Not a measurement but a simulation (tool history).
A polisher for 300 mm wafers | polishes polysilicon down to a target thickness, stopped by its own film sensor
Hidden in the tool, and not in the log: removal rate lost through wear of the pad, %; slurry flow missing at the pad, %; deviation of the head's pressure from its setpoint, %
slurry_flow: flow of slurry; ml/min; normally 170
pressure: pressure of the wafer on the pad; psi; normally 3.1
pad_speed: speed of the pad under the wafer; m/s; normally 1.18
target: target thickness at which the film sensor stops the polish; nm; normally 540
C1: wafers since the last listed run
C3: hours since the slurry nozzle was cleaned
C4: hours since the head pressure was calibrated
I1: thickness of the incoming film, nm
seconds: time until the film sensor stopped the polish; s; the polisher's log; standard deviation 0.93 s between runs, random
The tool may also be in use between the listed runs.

run 1 hour=0 | slurry_flow=170 pressure=3.1 pad_speed=1.18 target=540 | C1=0 wafers_polished_on_this_pad=152 C3=590.8 C4=1081.3 | I1=1236.9 | seconds=56.9
run 2 hour=9.3 | slurry_flow=170 pressure=3.1 pad_speed=1.18 target=540 | C1=88 wafers_polished_on_this_pad=241 C3=600.1 C4=1090.6 | I1=1244.6 | seconds=58.2
run 3 hour=25.8 | slurry_flow=200 pressure=3.1 pad_speed=1.18 target=540 | C1=156 wafers_polished_on_this_pad=397 C3=616.6 C4=1107.1 | I1=1266.7 | seconds=57.7
run 4 hour=35.1 | slurry_flow=200 pressure=3.1 pad_speed=1.18 target=540 | C1=88 wafers_polished_on_this_pad=486 C3=625.9 C4=1116.4 | I1=1255.8 | seconds=56.1
run 5 hour=46.8 | slurry_flow=170 pressure=3.1 pad_speed=1.18 target=540 | C1=111 wafers_polished_on_this_pad=597 C3=637.6 C4=1128.1 | I1=1236.8 | seconds=56.8
run 6 hour=55.9 | slurry_flow=170 pressure=3.1 pad_speed=1.18 target=540 | C1=86 wafers_polished_on_this_pad=683 C3=646.7 C4=1137.2 | I1=1245.3 | seconds=57.1
run 7 hour=72.1 | slurry_flow=170 pressure=3.1 pad_speed=1.18 target=540 | C1=153 wafers_polished_on_this_pad=837 C3=662.9 C4=1153.4 | I1=1232.9 | seconds=57.5
run 8 hour=83.9 | slurry_flow=170 pressure=3.1 pad_speed=1.38 target=540 | C1=111 wafers_polished_on_this_pad=949 C3=674.7 C4=1165.2 | I1=1239.5 | seconds=51.5
run 9 hour=98.6 | slurry_flow=170 pressure=3.1 pad_speed=1.18 target=698 | C1=139 wafers_polished_on_this_pad=1088 C3=689.4 C4=1179.9 | I1=1252.5 | seconds=45.9
run 10 hour=112 | slurry_flow=170 pressure=3.1 pad_speed=1.18 target=540 | C1=127 wafers_polished_on_this_pad=1215 C3=702.8 C4=1193.3 | I1=1244.5 | seconds=56.5
run 11 hour=123.4 | slurry_flow=170 pressure=3.1 pad_speed=1.18 target=540 | C1=108 wafers_polished_on_this_pad=1323 C3=714.2 C4=1204.7 | I1=1248.3 | seconds=58.5
-- hour=133.4 worn pad replaced by a new one
run 12 hour=140.1 | slurry_flow=170 pressure=3.1 pad_speed=1.18 target=540 | C1=120 wafers_polished_on_this_pad=63 C3=730.9 C4=1221.4 | I1=1235.5 | seconds=55.9
run 13 hour=150.9 | slurry_flow=170 pressure=3.1 pad_speed=1.18 target=540 | C1=102 wafers_polished_on_this_pad=166 C3=741.7 C4=1232.2 | I1=1256 | seconds=57.4
-- hour=156.7 slurry nozzle cleaned
run 14 hour=158.1 | slurry_flow=170 pressure=3.1 pad_speed=1.18 target=540 | C1=58 wafers_polished_on_this_pad=224 C3=1.4 C4=1239.4 | I1=1226 | seconds=56.1
run 15 hour=170.4 | slurry_flow=170 pressure=3.1 pad_speed=1.18 target=540 | C1=116 wafers_polished_on_this_pad=341 C3=13.7 C4=1251.7 | I1=1250.8 | seconds=56.9
run 16 hour=185.7 | slurry_flow=130 pressure=3.1 pad_speed=1.18 target=540 | C1=145 wafers_polished_on_this_pad=486 C3=29 C4=1267 | I1=1234.8 | seconds=57.9
run 17 hour=195.1 | slurry_flow=125 pressure=3.1 pad_speed=1.18 target=610 | C1=89 wafers_polished_on_this_pad=575 C3=38.4 C4=1276.4 | I1=1276.3 | seconds=57.2
run 18 hour=204.8 | slurry_flow=170 pressure=3.1 pad_speed=1.18 target=540 | C1=92 wafers_polished_on_this_pad=668 C3=48.1 C4=1286.1 | I1=1249.5 | seconds=57.6
run 19 hour=217.6 | slurry_flow=170 pressure=2.1 pad_speed=1.18 target=540 | C1=121 wafers_polished_on_this_pad=789 C3=60.9 C4=1298.9 | I1=1236.1 | seconds=84.3
run 20 hour=230.5 | slurry_flow=140 pressure=3.1 pad_speed=1.4 target=540 | C1=122 wafers_polished_on_this_pad=911 C3=73.8 C4=1311.8 | I1=1250 | seconds=51.5
run 21 hour=244.2 | slurry_flow=170 pressure=2.5 pad_speed=1.42 target=311 | C1=129 wafers_polished_on_this_pad=1041 C3=87.5 C4=1325.5 | I1=1265.9 | seconds=83.3
run 22 hour=253.8 | slurry_flow=170 pressure=3.1 pad_speed=1.18 target=540 | C1=91 wafers_polished_on_this_pad=1132 C3=97.1 C4=1335.1 | I1=1255.1 | seconds=58.7
run 23 hour=260.2 | slurry_flow=170 pressure=3.1 pad_speed=1.18 target=540 | C1=60 wafers_polished_on_this_pad=1193 C3=103.5 C4=1341.5 | I1=1243.3 | seconds=57.1
-- hour=268.8 head pressure recalibrated
run 24 hour=276.3 | slurry_flow=170 pressure=3.7 pad_speed=1.48 target=418 | C1=133 wafers_polished_on_this_pad=1327 C3=119.6 C4=7.5 | I1=1247.4 | seconds=47
run 25 hour=284.3 | slurry_flow=170 pressure=3.1 pad_speed=0.96 target=540 | C1=75 wafers_polished_on_this_pad=1403 C3=127.6 C4=15.5 | I1=1241.4 | seconds=66.1
-- hour=295.1 worn pad replaced by a new one
run 26 hour=295.6 | slurry_flow=185 pressure=3.1 pad_speed=1.18 target=411 | C1=69 wafers_polished_on_this_pad=5 C3=138.9 C4=26.8 | I1=1244.1 | seconds=65.2
run 27 hour=310 | slurry_flow=170 pressure=2.6 pad_speed=0.76 target=540 | C1=136 wafers_polished_on_this_pad=141 C3=153.3 C4=41.2 | I1=1239.2 | seconds=88.7
run 28 hour=324.5 | slurry_flow=170 pressure=3.7 pad_speed=1.44 target=665 | C1=137 wafers_polished_on_this_pad=279 C3=167.8 C4=55.7 | I1=1267.3 | seconds=35.9
run 29 hour=339.7 | slurry_flow=170 pressure=3.4 pad_speed=1.18 target=540 | C1=144 wafers_polished_on_this_pad=423 C3=183 C4=70.9 | I1=1251 | seconds=52.3
run 30 hour=351.4 | slurry_flow=170 pressure=2.7 pad_speed=0.98 target=540 | C1=111 wafers_polished_on_this_pad=534 C3=194.7 C4=82.6 | I1=1255.7 | seconds=75.6
run 31 hour=362.4 | slurry_flow=195 pressure=3.1 pad_speed=1.18 target=315 | C1=104 wafers_polished_on_this_pad=638 C3=205.7 C4=93.6 | I1=1248.1 | seconds=75.1
run 32 hour=379.6 | slurry_flow=170 pressure=3.9 pad_speed=1.18 target=540 | C1=163 wafers_polished_on_this_pad=802 C3=222.9 C4=110.8 | I1=1249 | seconds=46.3
run 33 hour=393.9 | slurry_flow=170 pressure=2.6 pad_speed=0.8 target=753 | C1=135 wafers_polished_on_this_pad=937 C3=237.2 C4=125.1 | I1=1264.1 | seconds=62.6

Consider 5 possible next runs. They are alternatives, not a sequence: every one starts from the tool as it was left by run 33. What does each give?
run A hour=394.3 | slurry_flow=170 pressure=3.1 pad_speed=1.42 target=540 | C1=3 wafers_polished_on_this_pad=941 C3=237.6 C4=125.5 | I1=1270.1 | seconds=?
run B hour=394.3 | slurry_flow=170 pressure=2.7 pad_speed=1.18 target=540 | C1=3 wafers_polished_on_this_pad=941 C3=237.6 C4=125.5 | I1=1270.1 | seconds=?
run C hour=394.3 | slurry_flow=170 pressure=3.1 pad_speed=1.04 target=540 | C1=3 wafers_polished_on_this_pad=941 C3=237.6 C4=125.5 | I1=1270.1 | seconds=?
run D hour=394.3 | slurry_flow=170 pressure=3.1 pad_speed=1.18 target=754 | C1=3 wafers_polished_on_this_pad=941 C3=237.6 C4=125.5 | I1=1270.1 | seconds=?
run E hour=394.3 | slurry_flow=170 pressure=3.1 pad_speed=1.34 target=540 | C1=3 wafers_polished_on_this_pad=941 C3=237.6 C4=125.5 | I1=1270.1 | seconds=?

run=A seconds=51.7
run=B seconds=67.6
run=C seconds=64
run=D seconds=41.6
run=E seconds=53.9
With no hidden state in the tool, these same runs would have given:
run=A seconds=51.7
run=B seconds=67.6
run=C seconds=64
run=D seconds=41.6
run=E seconds=53.9
